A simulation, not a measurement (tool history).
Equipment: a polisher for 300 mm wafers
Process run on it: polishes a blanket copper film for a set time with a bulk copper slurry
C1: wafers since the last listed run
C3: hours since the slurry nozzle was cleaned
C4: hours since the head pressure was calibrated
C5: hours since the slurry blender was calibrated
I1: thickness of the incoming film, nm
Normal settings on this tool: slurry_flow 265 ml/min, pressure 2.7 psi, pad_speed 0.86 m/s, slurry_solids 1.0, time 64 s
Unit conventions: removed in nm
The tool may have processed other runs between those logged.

{"run": 1, "day": 0.0, "slurry_flow": 265, "pressure": 2.7, "pad_speed": 0.86, "slurry_solids": 1.0, "time": 64, "C1": 0, "wafers polished on this pad": 392, "C3": 1.1, "C4": 330.5, "C5": 105.4, "I1": 4134.3, "removed": 545.3}
{"run": 2, "day": 0.792, "slurry_flow": 265, "pressure": 2.7, "pad_speed": 0.86, "slurry_solids": 1.0, "time": 64, "C1": 131, "wafers polished on this pad": 523, "C3": 20.1, "C4": 349.5, "C5": 124.4, "I1": 4125.5, "removed": 547.3}
{"run": 3, "day": 2.012, "slurry_flow": 265, "pressure": 2.7, "pad_speed": 0.96, "slurry_solids": 1.0, "time": 64, "C1": 202, "wafers polished on this pad": 726, "C3": 49.4, "C4": 378.8, "C5": 153.7, "I1": 4063.1, "removed": 596.6}
{"day": 2.921, "done": "slurry blender recalibrated"}
{"run": 4, "day": 3.492, "slurry_flow": 265, "pressure": 2.7, "pad_speed": 0.86, "slurry_solids": 1.0, "time": 64, "C1": 231, "wafers polished on this pad": 957, "C3": 84.9, "C4": 414.3, "C5": 13.7, "I1": 4078.7, "removed": 535.8}
{"day": 4.175, "done": "worn pad replaced by a new one"}
{"run": 5, "day": 4.362, "slurry_flow": 265, "pressure": 2.7, "pad_speed": 0.86, "slurry_solids": 0.8, "time": 70, "C1": 116, "wafers polished on this pad": 31, "C3": 105.8, "C4": 435.2, "C5": 34.6, "I1": 4027.3, "removed": 568.0}
{"run": 6, "day": 5.588, "slurry_flow": 265, "pressure": 2.7, "pad_speed": 0.86, "slurry_solids": 0.8, "time": 70, "C1": 203, "wafers polished on this pad": 234, "C3": 135.2, "C4": 464.6, "C5": 64.0, "I1": 4009.8, "removed": 562.2}
{"run": 7, "day": 7.012, "slurry_flow": 265, "pressure": 2.7, "pad_speed": 0.86, "slurry_solids": 0.8, "time": 70, "C1": 236, "wafers polished on this pad": 470, "C3": 169.4, "C4": 498.8, "C5": 98.2, "I1": 4138.5, "removed": 569.6}
{"run": 8, "day": 8.379, "slurry_flow": 265, "pressure": 2.7, "pad_speed": 0.86, "slurry_solids": 1.0, "time": 64, "C1": 226, "wafers polished on this pad": 697, "C3": 202.2, "C4": 531.6, "C5": 131.0, "I1": 4116.0, "removed": 541.3}
{"run": 9, "day": 9.6, "slurry_flow": 325, "pressure": 2.7, "pad_speed": 0.86, "slurry_solids": 1.0, "time": 64, "C1": 202, "wafers polished on this pad": 899, "C3": 231.5, "C4": 560.9, "C5": 160.3, "I1": 4078.0, "removed": 545.1}
{"day": 10.383, "done": "worn pad replaced by a new one"}
{"run": 10, "day": 10.475, "slurry_flow": 325, "pressure": 2.7, "pad_speed": 0.86, "slurry_solids": 1.0, "time": 64, "C1": 117, "wafers polished on this pad": 15, "C3": 252.5, "C4": 581.9, "C5": 181.3, "I1": 4061.6, "removed": 548.8}
{"day": 10.812, "done": "slurry blender recalibrated"}
{"run": 11, "day": 11.242, "slurry_flow": 325, "pressure": 2.7, "pad_speed": 0.86, "slurry_solids": 1.0, "time": 64, "C1": 113, "wafers polished on this pad": 128, "C3": 270.9, "C4": 600.3, "C5": 10.3, "I1": 4058.7, "removed": 558.0}
{"run": 12, "day": 15.583, "slurry_flow": 225, "pressure": 2.7, "pad_speed": 0.86, "slurry_solids": 0.9, "time": 64, "C1": 720, "wafers polished on this pad": 848, "C3": 375.1, "C4": 704.5, "C5": 114.5, "I1": 4105.7, "removed": 527.0}
{"day": 16.012, "done": "worn pad replaced by a new one"}
{"day": 16.504, "done": "head pressure recalibrated"}
{"run": 13, "day": 16.65, "slurry_flow": 335, "pressure": 2.7, "pad_speed": 0.86, "slurry_solids": 1.0, "time": 72, "C1": 135, "wafers polished on this pad": 92, "C3": 400.7, "C4": 3.5, "C5": 140.1, "I1": 4025.2, "removed": 620.3}
{"run": 14, "day": 17.312, "slurry_flow": 325, "pressure": 2.7, "pad_speed": 0.7, "slurry_solids": 1.0, "time": 52, "C1": 109, "wafers polished on this pad": 202, "C3": 416.6, "C4": 19.4, "C5": 156.0, "I1": 4058.4, "removed": 360.2}

Predict the results of run 15:
{"run": 15, "day": 18.029, "slurry_flow": 190, "pressure": 2.7, "pad_speed": 1.06, "slurry_solids": 1.0, "time": 64, "C1": 118, "wafers polished on this pad": 320, "C3": 433.8, "C4": 36.6, "C5": 173.2, "I1": 3999.8, "removed": "?"}

{"run 15": {"removed": 639.0}}
Take away the tool's hidden state, keep the run-to-run variation as it was, and the same run would have given removed 639.0 nm.
